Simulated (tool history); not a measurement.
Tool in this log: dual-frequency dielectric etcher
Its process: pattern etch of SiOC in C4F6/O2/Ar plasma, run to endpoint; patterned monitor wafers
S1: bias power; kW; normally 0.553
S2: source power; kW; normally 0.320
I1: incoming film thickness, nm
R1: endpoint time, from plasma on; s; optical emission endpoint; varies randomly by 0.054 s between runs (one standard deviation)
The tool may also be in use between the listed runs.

| run | hour | S1 | S2 | I1 | R1 |
|---|---|---|---|---|---|
| 1 | 0.0 | 0.553 | 0.260 | 46.86 | 17.8 |
| 2 | 77.7 | 0.553 | 0.320 | 47.10 | 17.2 |
| 3 | 176.1 | 0.553 | 0.270 | 47.10 | 17.6 |
| 4 | 256.2 | 0.599 | 0.320 | 47.61 | 16.8 |
| 5 | 329.1 | 0.599 | 0.320 | 47.29 | 16.6 |
| 6 | 399.7 | 0.645 | 0.260 | 47.86 | 17.0 |
| 7 | 456.6 | 0.645 | 0.260 | 47.40 | 16.9 |
| 8 | 513.7 | 0.645 | 0.260 | 47.22 | 16.7 |
|  | 590.0 | wet clean of the chamber |
| 9 | 590.5 | 0.553 | 0.320 | 47.37 | 17.3 |
| 10 | 628.4 | 0.553 | 0.320 | 47.01 | 17.2 |
| 11 | 705.9 | 0.553 | 0.320 | 46.86 | 17.1 |
| 12 | 761.1 | 0.553 | 0.340 | 47.57 | 17.1 |
| 13 | 860.8 | 0.514 | 0.280 | 47.64 | 18.0 |
|  | 880.4 | bias power generator calibrated |
| 14 | 961.8 | 0.553 | 0.320 | 47.86 | 17.5 |
| 15 | 1048.2 | 0.553 | 0.320 | 47.65 | 17.4 |
| 16 | 1141.5 | 0.651 | 0.320 | 46.86 | 16.1 |
|  | 1166.3 | upper electrode replaced |
|  | 1298.2 | wet clean of the chamber |
|  | 1320.3 | source power generator calibrated |
| 17 | 1386.7 | 0.553 | 0.270 | 47.03 | 17.8 |
| 18 | 1434.0 | 0.596 | 0.320 | 47.61 | 17.0 |
| 19 | 1492.3 | 0.517 | 0.320 | 47.31 | 17.8 |
| 20 | 1591.6 | 0.615 | 0.390 | 47.25 | 16.2 |
| 21 | 1661.4 | 0.689 | 0.340 | 47.46 | 16.0 |
| 22 | 1734.9 | 0.453 | 0.390 | 47.48 | 17.7 |
| 23 | 1832.4 | 0.553 | 0.320 | 47.32 | 17.1 |
| 24 | 1870.6 | 0.658 | 0.250 | 47.26 | 16.9 |
| 25 | 1939.5 | 0.553 | 0.290 | 47.50 | 17.5 |
| 26 | 2005.9 | 0.665 | 0.250 | 47.59 | 16.8 |
|  | 2058.5 | wet clean of the chamber |
| 27 | 2094.3 | 0.592 | 0.320 | 47.34 | 17.1 |
| 28 | 2189.7 | 0.553 | 0.380 | 47.20 | 16.8 |
| 29 | 2293.1 | 0.506 | 0.370 | 47.18 | 17.3 |
| 30 | 2341.4 | 0.671 | 0.250 | 47.10 | 16.8 |
| 31 | 2392.9 | 0.686 | 0.320 | 47.79 | 16.2 |
| 32 | 2441.3 | 0.615 | 0.390 | 47.47 | 16.1 |
| 33 | 2544.0 | 0.645 | 0.260 | 46.90 | 16.8 |
| 34 | 2651.0 | 0.454 | 0.320 | 47.06 | 18.1 |

Each row is a separate what-if for the run after 34, all from the same tool condition, not one after another. Results?
| A | 2651.4 | 0.622 | 0.320 | 47.44 | ? |
| B | 2651.4 | 0.602 | 0.360 | 47.44 | ? |
| C | 2651.4 | 0.591 | 0.320 | 47.44 | ? |
| D | 2651.4 | 0.515 | 0.320 | 47.44 | ? |
| E | 2651.4 | 0.457 | 0.370 | 47.44 | ? |

| run | R1 |
|---|---|
| A | 16.6 |
| B | 16.4 |
| C | 16.9 |
| D | 17.6 |
| E | 17.8 |
Without the tool's hidden state the same runs would have given:
| run | R1 |
|---|---|
| A | 17.1 |
| B | 16.9 |
| C | 17.4 |
| D | 18.1 |
| E | 18.3 |
